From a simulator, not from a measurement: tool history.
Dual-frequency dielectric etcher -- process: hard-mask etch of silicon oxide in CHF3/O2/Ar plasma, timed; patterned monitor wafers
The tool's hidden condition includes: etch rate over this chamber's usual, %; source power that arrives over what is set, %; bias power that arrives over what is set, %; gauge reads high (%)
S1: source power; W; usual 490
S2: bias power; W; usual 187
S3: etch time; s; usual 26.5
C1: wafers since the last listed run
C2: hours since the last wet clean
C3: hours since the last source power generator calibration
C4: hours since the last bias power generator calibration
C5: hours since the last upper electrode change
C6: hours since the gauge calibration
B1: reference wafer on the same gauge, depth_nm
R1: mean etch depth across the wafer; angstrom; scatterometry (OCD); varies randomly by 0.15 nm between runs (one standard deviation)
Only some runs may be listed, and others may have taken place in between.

Run 1, hour 0.0: usual settings but S1 450 W, S2 210 W; C1 0; C2 301.4; C3 2456.1; C4 1637.3; C5 5259.9; C6 165.9; B1 39.59. Result: R1 457.9 angstrom.
Run 2, hour 9.3: usual settings but S1 450 W, S2 210 W; C1 71; C2 310.7; C3 2465.4; C4 1646.6; C5 5269.2; C6 175.2; B1 39.60. Result: R1 452.3 angstrom.
Run 3, hour 26.1: usual settings; C1 128; C2 327.5; C3 2482.2; C4 1663.4; C5 5286.0; C6 192.0; B1 39.65. Result: R1 455.6 angstrom.
Run 4, hour 34.9: usual settings; C1 67; C2 336.3; C3 2491.0; C4 1672.2; C5 5294.8; C6 200.8; B1 39.60. Result: R1 456.8 angstrom.
Run 5, hour 48.7: usual settings but S1 580 W; C1 105; C2 350.1; C3 2504.8; C4 1686.0; C5 5308.6; C6 214.6; B1 39.60. Result: R1 493.4 angstrom.
Run 6, hour 56.4: usual settings; C1 58; C2 357.8; C3 2512.5; C4 1693.7; C5 5316.3; C6 222.3; B1 39.59. Result: R1 452.9 angstrom.
Run 7, hour 73.1: usual settings; C1 127; C2 374.5; C3 2529.2; C4 1710.4; C5 5333.0; C6 239.0; B1 39.62. Result: R1 455.9 angstrom.
Run 8, hour 87.9: usual settings; C1 113; C2 389.3; C3 2544.0; C4 1725.2; C5 5347.8; C6 253.8; B1 39.61. Result: R1 456.1 angstrom.
Run 9, hour 94.8: usual settings but S3 32.0 s; C1 52; C2 396.2; C3 2550.9; C4 1732.1; C5 5354.7; C6 260.7; B1 39.60. Result: R1 546.5 angstrom.
Run 10, hour 109.6: usual settings; C1 113; C2 411.0; C3 2565.7; C4 1746.9; C5 5369.5; C6 275.5; B1 39.57. Result: R1 457.6 angstrom.
At hour 124.6: source power generator calibrated.
At hour 138.0: wet clean of the chamber.
At hour 142.6: upper electrode replaced.
Run 11, hour 143.1: usual settings; C1 88; C2 5.1; C3 18.5; C4 1780.4; C5 0.5; C6 309.0; B1 39.63. Result: R1 466.2 angstrom.
Run 12, hour 143.4: usual settings; C1 2; C2 5.4; C3 18.8; C4 1780.7; C5 0.8; C6 309.3; B1 39.59. Result: R1 465.3 angstrom.
Run 13, hour 143.7: usual settings; C1 2; C2 5.7; C3 19.1; C4 1781.0; C5 1.1; C6 309.6; B1 39.56. Result: R1 468.2 angstrom.
Run 14, hour 153.9: usual settings; C1 77; C2 15.9; C3 29.3; C4 1791.2; C5 11.3; C6 319.8; B1 39.59. Result: R1 466.8 angstrom.
Run 15, hour 167.1: usual settings but S3 30.0 s; C1 100; C2 29.1; C3 42.5; C4 1804.4; C5 24.5; C6 333.0; B1 39.64. Result: R1 530.8 angstrom.
At hour 178.4: gauge calibrated.
At hour 180.8: bias power generator calibrated.
Run 16, hour 182.8: usual settings; C1 89; C2 44.8; C3 58.2; C4 2.0; C5 40.2; C6 4.4; B1 39.61. Result: R1 466.6 angstrom.
Run 17, hour 194.2: usual settings but S1 610 W, S2 225 W, S3 23.5 s; C1 87; C2 56.2; C3 69.6; C4 13.4; C5 51.6; C6 15.8; B1 39.60. Result: R1 481.4 angstrom.
Run 18, hour 202.6: usual settings but S2 170 W; C1 64; C2 64.6; C3 78.0; C4 21.8; C5 60.0; C6 24.2; B1 39.61. Result: R1 452.7 angstrom.
Run 19, hour 220.5: usual settings but S1 540 W, S2 215 W; C1 136; C2 82.5; C3 95.9; C4 39.7; C5 77.9; C6 42.1; B1 39.61. Result: R1 503.9 angstrom.
Run 20, hour 230.9: usual settings but S3 21.0 s; C1 79; C2 92.9; C3 106.3; C4 50.1; C5 88.3; C6 52.5; B1 39.58. Result: R1 367.9 angstrom.
Run 21, hour 238.0: usual settings but S1 610 W; C1 54; C2 100.0; C3 113.4; C4 57.2; C5 95.4; C6 59.6; B1 39.58. Result: R1 512.8 angstrom.
Run 22, hour 251.6: usual settings but S3 21.0 s; C1 103; C2 113.6; C3 127.0; C4 70.8; C5 109.0; C6 73.2; B1 39.60. Result: R1 367.9 angstrom.
Run 23, hour 263.9: usual settings; C1 94; C2 125.9; C3 139.3; C4 83.1; C5 121.3; C6 85.5; B1 39.60. Result: R1 461.2 angstrom.
Run 24, hour 278.4: usual settings but S3 21.0 s; C1 110; C2 140.4; C3 153.8; C4 97.6; C5 135.8; C6 100.0; B1 39.59. Result: R1 367.1 angstrom.
Run 25, hour 293.5: usual settings but S2 142 W, S3 29.0 s; C1 115; C2 155.5; C3 168.9; C4 112.7; C5 150.9; C6 115.1; B1 39.62. Result: R1 469.0 angstrom.
Run 26, hour 303.6: usual settings but S1 550 W, S2 232 W, S3 18.5 s; C1 77; C2 165.6; C3 179.0; C4 122.8; C5 161.0; C6 125.2; B1 39.60. Result: R1 363.2 angstrom.
Run 27, hour 321.4: usual settings but S2 145 W; C1 136; C2 183.4; C3 196.8; C4 140.6; C5 178.8; C6 143.0; B1 39.60. Result: R1 430.4 angstrom.
Run 28, hour 334.1: usual settings but S1 540 W, S2 215 W; C1 97; C2 196.1; C3 209.5; C4 153.3; C5 191.5; C6 155.7; B1 39.63. Result: R1 500.8 angstrom.
Run 29, hour 341.1: usual settings but S1 450 W, S2 210 W; C1 53; C2 203.1; C3 216.5; C4 160.3; C5 198.5; C6 162.7; B1 39.58. Result: R1 455.8 angstrom.

Pick out some run-to-run changes in R1. Of each, how much would a tool without hidden state show as well, from the settings, what came in and chance, and how much is left for the hidden state and any gauge scatter not in both results compared?
Run 8 -> 9: S3 26.5 -> 32.0. R1 +90.4 angstrom: hidden state -2.7, all else +93.1.
Run 10 -> 11: source power generator calibrated, wet clean of the chamber, upper electrode replaced. R1 +8.6 angstrom: hidden state +13.1, all else -4.5.
Run 20 -> 21: S1 490 -> 610, S3 21.0 -> 26.5. R1 +144.9 angstrom: hidden state -1.1, all else +146.0.
Run 21 -> 22: S1 610 -> 490, S3 26.5 -> 21.0. R1 -144.9 angstrom: hidden state +0.5, all else -145.4.

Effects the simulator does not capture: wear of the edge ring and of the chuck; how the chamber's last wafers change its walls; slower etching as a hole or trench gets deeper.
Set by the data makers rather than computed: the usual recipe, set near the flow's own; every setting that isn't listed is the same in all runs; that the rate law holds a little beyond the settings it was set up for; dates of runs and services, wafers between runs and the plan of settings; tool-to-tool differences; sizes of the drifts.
